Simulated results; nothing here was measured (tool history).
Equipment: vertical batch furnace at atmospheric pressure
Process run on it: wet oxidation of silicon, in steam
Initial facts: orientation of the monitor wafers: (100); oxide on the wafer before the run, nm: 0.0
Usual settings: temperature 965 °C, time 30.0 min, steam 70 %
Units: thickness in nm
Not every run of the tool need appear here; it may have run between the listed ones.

| run | day | temperature | time | steam | wafers since the last listed run | hours since the last temperature calibration | hours since the steam generator was serviced | hours since the gauge calibration | read-back reference wafer on the same gauge, thickness | thickness |
|---|---|---|---|---|---|---|---|---|---|---|
| 1 | 0.000 | 965 | 30.0 | 70 | 0 | 350.1 | 827.4 | 172.5 | 158.26 | 135.37 |
| 2 | 3.208 | 965 | 24.0 | 67 | 1509 | 427.1 | 904.4 | 249.5 | 157.81 | 106.92 |
| 3 | 7.254 | 965 | 30.0 | 70 | 1904 | 524.2 | 1001.5 | 346.6 | 157.68 | 133.91 |
| 4 | 10.996 | 965 | 30.0 | 70 | 1760 | 614.0 | 1091.3 | 436.4 | 158.04 | 135.06 |
| 5 | 13.054 | 965 | 30.0 | 70 | 968 | 663.4 | 1140.7 | 485.8 | 158.17 | 135.19 |
| 6 | 16.604 | 965 | 30.0 | 70 | 1670 | 748.6 | 1225.9 | 571.0 | 157.95 | 134.79 |
| 7 | 19.175 | 956 | 30.0 | 77 | 1209 | 810.3 | 1287.6 | 632.7 | 157.90 | 131.31 |
| 8 | 26.017 | 956 | 30.0 | 77 | 3219 | 974.5 | 1451.8 | 796.9 | 158.15 | 131.37 |
| 9 | 27.817 | 956 | 30.0 | 77 | 847 | 1017.7 | 1495.0 | 840.1 | 157.83 | 130.86 |
| 10 | 30.188 | 948 | 30.0 | 70 | 1115 | 1074.6 | 1551.9 | 897.0 | 157.83 | 108.40 |
| 11 | 33.812 | 965 | 30.0 | 70 | 1706 | 1161.6 | 1638.9 | 984.0 | 157.87 | 133.98 |
| 12 | 37.833 | 965 | 30.0 | 70 | 1892 | 1258.1 | 1735.4 | 1080.5 | 157.97 | 134.05 |
| 13 | 40.596 | 983 | 30.0 | 70 | 1300 | 1324.4 | 1801.7 | 1146.8 | 158.31 | 164.36 |
|  | 48.858 | steam generator serviced |
| 14 | 53.983 | 978 | 30.0 | 70 | 5830 | 1645.7 | 123.0 | 1468.1 | 157.97 | 160.64 |
| 15 | 58.012 | 978 | 30.0 | 70 | 1896 | 1742.4 | 219.7 | 1564.8 | 158.04 | 158.00 |
| 16 | 61.567 | 978 | 30.0 | 70 | 1672 | 1827.7 | 305.0 | 1650.1 | 158.20 | 159.02 |
|  | 65.029 | gauge calibrated |
| 17 | 65.829 | 965 | 30.0 | 70 | 2006 | 1930.0 | 407.3 | 19.2 | 157.84 | 137.50 |
| 18 | 67.529 | 965 | 30.0 | 70 | 800 | 1970.8 | 448.1 | 60.0 | 158.01 | 136.42 |
| 19 | 69.292 | 950 | 30.0 | 70 | 829 | 2013.1 | 490.4 | 102.3 | 157.98 | 114.24 |
| 20 | 73.671 | 944 | 15.5 | 78 | 2061 | 2118.2 | 595.5 | 207.4 | 157.67 | 64.07 |
| 21 | 75.517 | 988 | 30.0 | 59 | 868 | 2162.5 | 639.8 | 251.7 | 158.19 | 151.78 |
| 22 | 77.521 | 989 | 21.0 | 70 | 943 | 2210.6 | 687.9 | 299.8 | 158.07 | 131.57 |
| 23 | 81.367 | 965 | 30.0 | 70 | 1810 | 2302.9 | 780.2 | 392.1 | 157.93 | 136.76 |
| 24 | 88.192 | 974 | 16.5 | 67 | 3212 | 2466.7 | 944.0 | 555.9 | 158.06 | 85.15 |
| 25 | 91.883 | 965 | 40.0 | 70 | 1737 | 2555.3 | 1032.6 | 644.5 | 158.13 | 173.31 |
| 26 | 96.271 | 943 | 30.0 | 70 | 2064 | 2660.6 | 1137.9 | 749.8 | 157.74 | 103.71 |
| 27 | 100.004 | 965 | 41.0 | 70 | 1757 | 2750.2 | 1227.5 | 839.4 | 158.24 | 175.90 |
|  | 106.929 | thermocouples replaced and temperature profile calibrated |
| 28 | 110.775 | 947 | 30.0 | 70 | 4598 | 92.3 | 1486.0 | 1097.9 | 158.10 | 108.80 |
| 29 | 113.642 | 965 | 26.0 | 70 | 1349 | 161.1 | 1554.8 | 1166.7 | 157.99 | 118.77 |
| 30 | 116.762 | 965 | 30.0 | 70 | 1468 | 236.0 | 1629.7 | 1241.6 | 157.98 | 134.18 |
| 31 | 120.817 | 965 | 35.5 | 70 | 1908 | 333.3 | 1727.0 | 1338.9 | 158.03 | 155.31 |
| 32 | 123.271 | 965 | 44.5 | 74 | 1155 | 392.2 | 1785.9 | 1397.8 | 158.31 | 196.47 |
|  | 126.858 | steam generator serviced |
| 33 | 130.667 | 947 | 30.0 | 70 | 3010 | 569.7 | 91.4 | 1575.3 | 157.87 | 111.95 |
| 34 | 134.592 | 947 | 16.5 | 70 | 1847 | 663.9 | 185.6 | 1669.5 | 157.98 | 64.62 |
| 35 | 138.275 | 957 | 40.0 | 81 | 1733 | 752.3 | 274.0 | 1757.9 | 157.94 | 181.58 |

Below are 3 alternative next runs, each starting from the tool's condition after run 35. Predict each:
| A | 138.458 | 965 | 30.0 | 70 | 86 | 756.7 | 278.4 | 1762.3 | ? | ? |
| B | 138.458 | 990 | 30.0 | 66 | 86 | 756.7 | 278.4 | 1762.3 | ? | ? |
| C | 138.458 | 975 | 30.0 | 70 | 86 | 756.7 | 278.4 | 1762.3 | ? | ? |

| run | read-back reference wafer on the same gauge, thickness | thickness |
|---|---|---|
| A | 158.27 | 137.53 |
| B | 158.27 | 171.50 |
| C | 158.27 | 153.71 |
Without the tool's hidden state the same runs would have given:
| run | thickness |
|---|---|
| A | 139.57 |
| B | 173.90 |
| C | 155.94 |
